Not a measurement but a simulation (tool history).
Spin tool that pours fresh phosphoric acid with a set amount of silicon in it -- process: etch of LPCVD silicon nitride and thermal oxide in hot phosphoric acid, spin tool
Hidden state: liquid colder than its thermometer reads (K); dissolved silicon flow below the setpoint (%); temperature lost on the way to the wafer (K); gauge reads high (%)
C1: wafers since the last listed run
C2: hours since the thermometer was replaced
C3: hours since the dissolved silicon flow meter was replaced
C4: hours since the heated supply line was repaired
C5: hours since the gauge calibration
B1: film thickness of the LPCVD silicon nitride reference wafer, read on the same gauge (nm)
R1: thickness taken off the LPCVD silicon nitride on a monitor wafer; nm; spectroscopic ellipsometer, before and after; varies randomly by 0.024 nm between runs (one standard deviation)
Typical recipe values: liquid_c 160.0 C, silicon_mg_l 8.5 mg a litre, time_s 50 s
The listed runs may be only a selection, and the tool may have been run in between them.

run 1 hour=0.0 | liquid_c=160.0 silicon_mg_l=8.5 time_s=50 | C1=0 C2=208.4 C3=183.1 C4=2998.7 C5=27.7 | B1=109.986 | R1=3.526
run 2 hour=27.6 | liquid_c=160.0 silicon_mg_l=14.0 time_s=30 | C1=520 C2=236.0 C3=210.7 C4=3026.3 C5=55.3 | B1=109.994 | R1=2.126
run 3 hour=43.3 | liquid_c=163.0 silicon_mg_l=2.0 time_s=65 | C1=296 C2=251.7 C3=226.4 C4=3042.0 C5=71.0 | B1=110.052 | R1=5.146
run 4 hour=62.2 | liquid_c=160.0 silicon_mg_l=8.5 time_s=50 | C1=356 C2=270.6 C3=245.3 C4=3060.9 C5=89.9 | B1=110.016 | R1=3.535
-- hour=64.9 heated supply line repaired
run 5 hour=109.0 | liquid_c=159.0 silicon_mg_l=2.5 time_s=30 | C1=864 C2=317.4 C3=292.1 C4=44.1 C5=136.7 | B1=109.971 | R1=2.322
run 6 hour=128.8 | liquid_c=158.5 silicon_mg_l=5.5 time_s=60 | C1=373 C2=337.2 C3=311.9 C4=63.9 C5=156.5 | B1=109.971 | R1=4.541
run 7 hour=164.1 | liquid_c=160.0 silicon_mg_l=8.5 time_s=50 | C1=666 C2=372.5 C3=347.2 C4=99.2 C5=191.8 | B1=109.994 | R1=3.979
run 8 hour=188.3 | liquid_c=160.0 silicon_mg_l=8.5 time_s=25 | C1=456 C2=396.7 C3=371.4 C4=123.4 C5=216.0 | B1=109.999 | R1=2.014
run 9 hour=214.3 | liquid_c=160.0 silicon_mg_l=8.5 time_s=50 | C1=490 C2=422.7 C3=397.4 C4=149.4 C5=242.0 | B1=109.977 | R1=4.023
run 10 hour=242.0 | liquid_c=160.0 silicon_mg_l=15.0 time_s=50 | C1=522 C2=450.4 C3=425.1 C4=177.1 C5=269.7 | B1=110.001 | R1=3.986
run 11 hour=254.8 | liquid_c=160.0 silicon_mg_l=8.5 time_s=50 | C1=241 C2=463.2 C3=437.9 C4=189.9 C5=282.5 | B1=110.005 | R1=4.013
run 12 hour=289.2 | liquid_c=160.0 silicon_mg_l=8.5 time_s=50 | C1=649 C2=497.6 C3=472.3 C4=224.3 C5=316.9 | B1=109.987 | R1=3.995
run 13 hour=324.7 | liquid_c=158.0 silicon_mg_l=8.5 time_s=50 | C1=670 C2=533.1 C3=507.8 C4=259.8 C5=352.4 | B1=110.035 | R1=3.722
run 14 hour=352.3 | liquid_c=160.0 silicon_mg_l=8.5 time_s=70 | C1=520 C2=560.7 C3=535.4 C4=287.4 C5=380.0 | B1=109.946 | R1=5.566
run 15 hour=383.0 | liquid_c=163.0 silicon_mg_l=13.0 time_s=65 | C1=579 C2=591.4 C3=566.1 C4=318.1 C5=410.7 | B1=109.968 | R1=5.704
run 16 hour=402.4 | liquid_c=160.0 silicon_mg_l=8.5 time_s=50 | C1=366 C2=610.8 C3=585.5 C4=337.5 C5=430.1 | B1=110.017 | R1=3.963
run 17 hour=427.8 | liquid_c=160.0 silicon_mg_l=8.5 time_s=50 | C1=479 C2=636.2 C3=610.9 C4=362.9 C5=455.5 | B1=110.022 | R1=3.994
run 18 hour=459.6 | liquid_c=160.0 silicon_mg_l=8.5 time_s=50 | C1=600 C2=668.0 C3=642.7 C4=394.7 C5=487.3 | B1=110.034 | R1=3.969

Predict the results of run 19:
run 19 hour=491.0 | liquid_c=160.0 silicon_mg_l=4.5 time_s=60 | C1=592 C2=699.4 C3=674.1 C4=426.1 C5=518.7 | B1=? | R1=?

B1: 109.957
R1: 4.721 nm
With the hidden condition absent and the run-to-run variation left alone, this run would have shown R1 4.821 nm.
